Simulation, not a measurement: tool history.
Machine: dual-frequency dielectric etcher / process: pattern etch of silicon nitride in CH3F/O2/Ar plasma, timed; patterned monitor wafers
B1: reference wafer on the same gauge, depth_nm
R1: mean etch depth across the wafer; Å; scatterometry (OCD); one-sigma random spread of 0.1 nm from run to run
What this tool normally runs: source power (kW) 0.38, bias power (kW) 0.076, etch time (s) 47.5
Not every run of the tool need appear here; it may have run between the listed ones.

{"run": 1, "hour": 0.0, "source power (kW)": 0.38, "bias power (kW)": 0.085, "etch time (s)": 47.5, "B1": 29.9, "R1": 334.4}
{"run": 2, "hour": 26.2, "source power (kW)": 0.38, "bias power (kW)": 0.076, "etch time (s)": 47.5, "B1": 29.9, "R1": 318.7}
{"hour": 46.3, "done": "source power generator calibrated"}
{"hour": 66.8, "done": "upper electrode replaced"}
{"run": 3, "hour": 67.3, "source power (kW)": 0.38, "bias power (kW)": 0.076, "etch time (s)": 47.5, "B1": 29.9, "R1": 317.8}
{"run": 4, "hour": 93.3, "source power (kW)": 0.38, "bias power (kW)": 0.076, "etch time (s)": 47.5, "B1": 29.89, "R1": 318.1}
{"run": 5, "hour": 116.6, "source power (kW)": 0.38, "bias power (kW)": 0.076, "etch time (s)": 47.5, "B1": 29.91, "R1": 317.6}
{"run": 6, "hour": 137.2, "source power (kW)": 0.38, "bias power (kW)": 0.076, "etch time (s)": 47.5, "B1": 29.87, "R1": 319.5}
{"run": 7, "hour": 150.3, "source power (kW)": 0.43, "bias power (kW)": 0.067, "etch time (s)": 47.5, "B1": 29.92, "R1": 312.3}
{"run": 8, "hour": 172.2, "source power (kW)": 0.43, "bias power (kW)": 0.067, "etch time (s)": 47.5, "B1": 29.9, "R1": 312}
{"run": 9, "hour": 203.5, "source power (kW)": 0.43, "bias power (kW)": 0.067, "etch time (s)": 47.5, "B1": 29.9, "R1": 313.3}
{"run": 10, "hour": 226.0, "source power (kW)": 0.38, "bias power (kW)": 0.092, "etch time (s)": 47.5, "B1": 29.88, "R1": 339}
{"hour": 261.7, "done": "wet clean of the chamber"}
{"hour": 264.0, "done": "bias power generator calibrated"}
{"run": 11, "hour": 264.5, "source power (kW)": 0.38, "bias power (kW)": 0.093, "etch time (s)": 47.5, "B1": 29.89, "R1": 343.9}
{"run": 12, "hour": 264.8, "source power (kW)": 0.38, "bias power (kW)": 0.076, "etch time (s)": 47.5, "B1": 29.9, "R1": 320.6}
{"run": 13, "hour": 294.0, "source power (kW)": 0.38, "bias power (kW)": 0.076, "etch time (s)": 47.5, "B1": 29.89, "R1": 320.2}
{"run": 14, "hour": 314.1, "source power (kW)": 0.41, "bias power (kW)": 0.091, "etch time (s)": 47.5, "B1": 29.88, "R1": 344.8}
{"run": 15, "hour": 329.1, "source power (kW)": 0.33, "bias power (kW)": 0.076, "etch time (s)": 34.5, "B1": 29.89, "R1": 224.1}
{"run": 16, "hour": 359.5, "source power (kW)": 0.34, "bias power (kW)": 0.076, "etch time (s)": 47.5, "B1": 29.92, "R1": 311.1}
{"run": 17, "hour": 382.6, "source power (kW)": 0.44, "bias power (kW)": 0.066, "etch time (s)": 53.5, "B1": 29.91, "R1": 355.3}
{"run": 18, "hour": 417.6, "source power (kW)": 0.41, "bias power (kW)": 0.059, "etch time (s)": 51, "B1": 29.91, "R1": 317.7}
{"run": 19, "hour": 429.6, "source power (kW)": 0.38, "bias power (kW)": 0.076, "etch time (s)": 47.5, "B1": 29.91, "R1": 316.3}
{"run": 20, "hour": 465.4, "source power (kW)": 0.28, "bias power (kW)": 0.088, "etch time (s)": 57, "B1": 29.92, "R1": 371.5}
{"run": 21, "hour": 491.1, "source power (kW)": 0.32, "bias power (kW)": 0.058, "etch time (s)": 55, "B1": 29.89, "R1": 321}
{"run": 22, "hour": 527.5, "source power (kW)": 0.41, "bias power (kW)": 0.076, "etch time (s)": 51.5, "B1": 29.89, "R1": 348.2}
{"hour": 532.8, "done": "gauge calibrated"}
{"run": 23, "hour": 544.4, "source power (kW)": 0.38, "bias power (kW)": 0.067, "etch time (s)": 40, "B1": 29.92, "R1": 254.6}
{"run": 24, "hour": 563.1, "source power (kW)": 0.38, "bias power (kW)": 0.062, "etch time (s)": 58.5, "B1": 29.87, "R1": 362}
{"hour": 603.0, "done": "wet clean of the chamber"}
{"run": 25, "hour": 654.4, "source power (kW)": 0.31, "bias power (kW)": 0.076, "etch time (s)": 47.5, "B1": 29.91, "R1": 305.9}
{"run": 26, "hour": 679.2, "source power (kW)": 0.38, "bias power (kW)": 0.076, "etch time (s)": 47.5, "B1": 29.87, "R1": 321.8}
{"run": 27, "hour": 711.3, "source power (kW)": 0.33, "bias power (kW)": 0.076, "etch time (s)": 47.5, "B1": 29.88, "R1": 309.2}
{"run": 28, "hour": 727.6, "source power (kW)": 0.38, "bias power (kW)": 0.076, "etch time (s)": 40, "B1": 29.89, "R1": 269.4}
{"run": 29, "hour": 747.8, "source power (kW)": 0.38, "bias power (kW)": 0.071, "etch time (s)": 56, "B1": 29.91, "R1": 366.2}
{"run": 30, "hour": 768.5, "source power (kW)": 0.38, "bias power (kW)": 0.076, "etch time (s)": 47.5, "B1": 29.9, "R1": 320.3}

4 options for the next run, each taken on its own from the tool as it stands now. Forecast them:
{"run": "A", "hour": 768.9, "source power (kW)": 0.38, "bias power (kW)": 0.076, "etch time (s)": 47.5, "B1": "?", "R1": "?"}
{"run": "B", "hour": 768.9, "source power (kW)": 0.33, "bias power (kW)": 0.094, "etch time (s)": 56, "B1": "?", "R1": "?"}
{"run": "C", "hour": 768.9, "source power (kW)": 0.46, "bias power (kW)": 0.071, "etch time (s)": 47.5, "B1": "?", "R1": "?"}
{"run": "D", "hour": 768.9, "source power (kW)": 0.41, "bias power (kW)": 0.059, "etch time (s)": 47.5, "B1": "?", "R1": "?"}

run=A B1=29.89 R1=319.3
run=B B1=29.89 R1=392.3
run=C B1=29.89 R1=327.6
run=D B1=29.89 R1=299.1
Without the tool's hidden state the same runs would have given:
run=A R1=321.2
run=B R1=394.7
run=C R1=329.6
run=D R1=300.9
